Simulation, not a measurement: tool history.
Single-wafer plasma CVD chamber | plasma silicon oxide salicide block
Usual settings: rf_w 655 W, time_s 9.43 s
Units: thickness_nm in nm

run	hour	rf_w	time_s	wafers since the last listed run	hours since the last RF generator calibration	hours since the showerhead was replaced	hours since the gauge calibration	read-back reference wafer on the same gauge, thickness_nm	thickness_nm
1	0	655	9.43	0	1372.5	6271.9	254.3	124.055	102.913
2	12	655	9.43	518	1384.5	6283.9	266.3	124.059	103.191
3	20.8	655	9.43	380	1393.3	6292.7	275.1	124.011	102.796
4	32.2	740	9.96	492	1404.7	6304.1	286.5	124.02	113.72
5	48	740	9.96	683	1420.5	6319.9	302.3	124.062	113.457
6	54.2	755	10.56	268	1426.7	6326.1	308.5	124.061	121.06
7	67.6	655	8.5	579	1440.1	6339.5	321.9	124.03	92.747
8	76.5	655	9.43	384	1449	6348.4	330.8	123.918	103.082
9	91.9	700	9.43	665	1464.4	6363.8	346.2	123.971	105.238
10	101.8	655	9.43	428	1474.3	6373.7	356.1	124.045	102.732
11	108.8	655	9.43	302	1481.3	6380.7	363.1	123.996	102.465
# hour 127.7: showerhead replaced
# hour 136.4: gauge calibrated
12	138.6	655	9.43	942	1511.1	10.9	2.2	124.064	102.667
13	155.2	655	9.43	717	1527.7	27.5	18.8	123.966	102.595
14	170.4	655	9.43	657	1542.9	42.7	34	123.955	102.36
15	188.3	600	11.03	774	1560.8	60.6	51.9	123.995	116.456
16	195.8	720	9.43	324	1568.3	68.1	59.4	123.972	106.492
17	225.1	655	9.43	1266	1597.6	97.4	88.7	123.932	102.718
18	234.2	655	9.43	393	1606.7	106.5	97.8	123.929	102.966
19	251.8	710	9.43	761	1624.3	124.1	115.4	123.982	105.636
20	273.7	655	9.43	946	1646.2	146	137.3	124.034	102.714
21	280.6	610	8.55	298	1653.1	152.9	144.2	123.98	90.689
# hour 297.9: RF generator calibrated
22	298.4	775	9.43	423	0.5	170.7	162	123.931	112.422
23	302	655	9.43	155	4.1	174.3	165.6	124.078	105.987
24	319.2	575	10.9	743	21.3	191.5	182.8	123.993	116.41
25	335.4	545	10.17	700	37.5	207.7	199	123.942	106.243
26	344.4	725	10.49	389	46.5	216.7	208	124.001	121.947
27	359.4	785	10.78	648	61.5	231.7	223	124.012	129.23
28	376.5	655	9.43	739	78.6	248.8	240.1	123.99	105.727

3 ways to go on from here, each from the tool as it stands after run 28. What would each give?
A	376.9	755	9.43	17	79	249.2	240.5	?	?
B	376.9	620	8.66	17	79	249.2	240.5	?	?
C	376.9	585	11.2	17	79	249.2	240.5	?	?

run	read-back reference wafer on the same gauge, thickness_nm	thickness_nm
A	123.978	111.095
B	123.978	95.024
C	123.978	120.275
Without the tool's hidden state the same runs would have given:
run	thickness_nm
A	111.798
B	95.625
C	121.036

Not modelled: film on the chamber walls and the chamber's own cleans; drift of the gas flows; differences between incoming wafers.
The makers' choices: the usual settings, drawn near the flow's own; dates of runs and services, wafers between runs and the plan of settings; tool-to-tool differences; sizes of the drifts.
